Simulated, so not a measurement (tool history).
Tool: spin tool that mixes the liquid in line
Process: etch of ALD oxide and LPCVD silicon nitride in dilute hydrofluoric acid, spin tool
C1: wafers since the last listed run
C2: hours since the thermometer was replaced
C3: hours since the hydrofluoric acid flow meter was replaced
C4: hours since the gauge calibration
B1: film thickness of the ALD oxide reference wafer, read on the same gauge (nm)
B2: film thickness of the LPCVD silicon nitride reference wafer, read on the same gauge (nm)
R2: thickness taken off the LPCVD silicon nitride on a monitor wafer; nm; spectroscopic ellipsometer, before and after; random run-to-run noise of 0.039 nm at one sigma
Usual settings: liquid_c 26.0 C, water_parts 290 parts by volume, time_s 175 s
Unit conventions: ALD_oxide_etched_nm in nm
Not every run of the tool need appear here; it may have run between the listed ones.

run 1 hour=0.0 | liquid_c=26.0 water_parts=290 time_s=175 | C1=0 C2=1509.6 C3=2109.0 C4=753.6 | B1=150.01 B2=140.022 | ALD_oxide_etched_nm=4.97 R2=0.345
run 2 hour=52.2 | liquid_c=26.0 water_parts=290 time_s=175 | C1=379 C2=1561.8 C3=2161.2 C4=805.8 | B1=150.00 B2=140.009 | ALD_oxide_etched_nm=4.99 R2=0.385
run 3 hour=101.3 | liquid_c=29.0 water_parts=290 time_s=175 | C1=356 C2=1610.9 C3=2210.3 C4=854.9 | B1=150.00 B2=140.050 | ALD_oxide_etched_nm=5.42 R2=0.406
run 4 hour=134.8 | liquid_c=29.0 water_parts=290 time_s=175 | C1=243 C2=1644.4 C3=2243.8 C4=888.4 | B1=149.98 B2=139.990 | ALD_oxide_etched_nm=5.39 R2=0.409
run 5 hour=188.2 | liquid_c=29.0 water_parts=290 time_s=175 | C1=387 C2=1697.8 C3=2297.2 C4=941.8 | B1=149.98 B2=139.986 | ALD_oxide_etched_nm=5.40 R2=0.370
run 6 hour=228.3 | liquid_c=26.0 water_parts=290 time_s=175 | C1=291 C2=1737.9 C3=2337.3 C4=981.9 | B1=150.02 B2=140.000 | ALD_oxide_etched_nm=4.99 R2=0.340
run 7 hour=281.7 | liquid_c=26.0 water_parts=290 time_s=175 | C1=387 C2=1791.3 C3=2390.7 C4=1035.3 | B1=150.01 B2=140.028 | ALD_oxide_etched_nm=5.00 R2=0.346
-- hour=304.2 hydrofluoric acid flow meter replaced
run 8 hour=329.9 | liquid_c=26.0 water_parts=290 time_s=175 | C1=342 C2=1839.5 C3=25.7 C4=1083.5 | B1=150.00 B2=139.969 | ALD_oxide_etched_nm=5.03 R2=0.334
run 9 hour=394.0 | liquid_c=26.0 water_parts=290 time_s=175 | C1=465 C2=1903.6 C3=89.8 C4=1147.6 | B1=149.98 B2=140.004 | ALD_oxide_etched_nm=4.89 R2=0.344
-- hour=426.1 thermometer replaced
run 10 hour=462.1 | liquid_c=26.0 water_parts=290 time_s=175 | C1=487 C2=36.0 C3=157.9 C4=1215.7 | B1=150.00 B2=139.994 | ALD_oxide_etched_nm=5.03 R2=0.334
run 11 hour=505.1 | liquid_c=26.0 water_parts=290 time_s=175 | C1=312 C2=79.0 C3=200.9 C4=1258.7 | B1=149.98 B2=140.000 | ALD_oxide_etched_nm=5.01 R2=0.297
run 12 hour=554.4 | liquid_c=26.0 water_parts=410 time_s=95 | C1=358 C2=128.3 C3=250.2 C4=1308.0 | B1=150.02 B2=140.025 | ALD_oxide_etched_nm=1.71 R2=0.127
-- hour=564.5 gauge calibrated
run 13 hour=592.9 | liquid_c=29.0 water_parts=160 time_s=175 | C1=279 C2=166.8 C3=288.7 C4=28.4 | B1=149.99 B2=140.007 | ALD_oxide_etched_nm=11.65 R2=0.805
run 14 hour=621.9 | liquid_c=26.0 water_parts=435 time_s=235 | C1=210 C2=195.8 C3=317.7 C4=57.4 | B1=150.01 B2=139.998 | ALD_oxide_etched_nm=3.91 R2=0.271
run 15 hour=676.2 | liquid_c=26.0 water_parts=435 time_s=235 | C1=394 C2=250.1 C3=372.0 C4=111.7 | B1=150.01 B2=140.001 | ALD_oxide_etched_nm=3.90 R2=0.297
run 16 hour=704.2 | liquid_c=26.0 water_parts=290 time_s=175 | C1=203 C2=278.1 C3=400.0 C4=139.7 | B1=150.00 B2=140.013 | ALD_oxide_etched_nm=5.07 R2=0.259
run 17 hour=762.5 | liquid_c=26.0 water_parts=290 time_s=175 | C1=423 C2=336.4 C3=458.3 C4=198.0 | B1=149.97 B2=139.968 | ALD_oxide_etched_nm=5.11 R2=0.359
run 18 hour=968.2 | liquid_c=29.5 water_parts=395 time_s=205 | C1=1494 C2=542.1 C3=664.0 C4=403.7 | B1=149.99 B2=140.010 | ALD_oxide_etched_nm=4.26 R2=0.336
run 19 hour=1001.8 | liquid_c=26.0 water_parts=385 time_s=175 | C1=244 C2=575.7 C3=697.6 C4=437.3 | B1=149.99 B2=139.978 | ALD_oxide_etched_nm=3.42 R2=0.270
run 20 hour=1054.7 | liquid_c=26.0 water_parts=435 time_s=235 | C1=384 C2=628.6 C3=750.5 C4=490.2 | B1=150.00 B2=140.016 | ALD_oxide_etched_nm=3.90 R2=0.299
run 21 hour=1114.7 | liquid_c=26.0 water_parts=390 time_s=175 | C1=435 C2=688.6 C3=810.5 C4=550.2 | B1=150.01 B2=140.036 | ALD_oxide_etched_nm=3.37 R2=0.278
run 22 hour=1167.9 | liquid_c=26.0 water_parts=290 time_s=175 | C1=386 C2=741.8 C3=863.7 C4=603.4 | B1=150.00 B2=140.025 | ALD_oxide_etched_nm=5.07 R2=0.310
run 23 hour=1207.7 | liquid_c=23.0 water_parts=425 time_s=125 | C1=289 C2=781.6 C3=903.5 C4=643.2 | B1=150.00 B2=139.970 | ALD_oxide_etched_nm=1.92 R2=0.130
run 24 hour=1234.3 | liquid_c=21.5 water_parts=175 time_s=205 | C1=193 C2=808.2 C3=930.1 C4=669.8 | B1=150.01 B2=140.029 | ALD_oxide_etched_nm=9.34 R2=0.429
run 25 hour=1292.2 | liquid_c=26.0 water_parts=290 time_s=175 | C1=420 C2=866.1 C3=988.0 C4=727.7 | B1=149.97 B2=139.972 | ALD_oxide_etched_nm=5.00 R2=0.315
run 26 hour=1355.6 | liquid_c=23.5 water_parts=290 time_s=110 | C1=460 C2=929.5 C3=1051.4 C4=791.1 | B1=149.98 B2=140.011 | ALD_oxide_etched_nm=2.87 R2=0.183
run 27 hour=1385.8 | liquid_c=28.5 water_parts=290 time_s=215 | C1=219 C2=959.7 C3=1081.6 C4=821.3 | B1=150.01 B2=140.013 | ALD_oxide_etched_nm=6.66 R2=0.488

Exercise: give the hidden state of the tool at every run:
liquid hotter than its thermometer reads (K): 0 at every run
hydrofluoric acid flow above the setpoint (%): 0 at every run
gauge reads high (%): 0 at every run
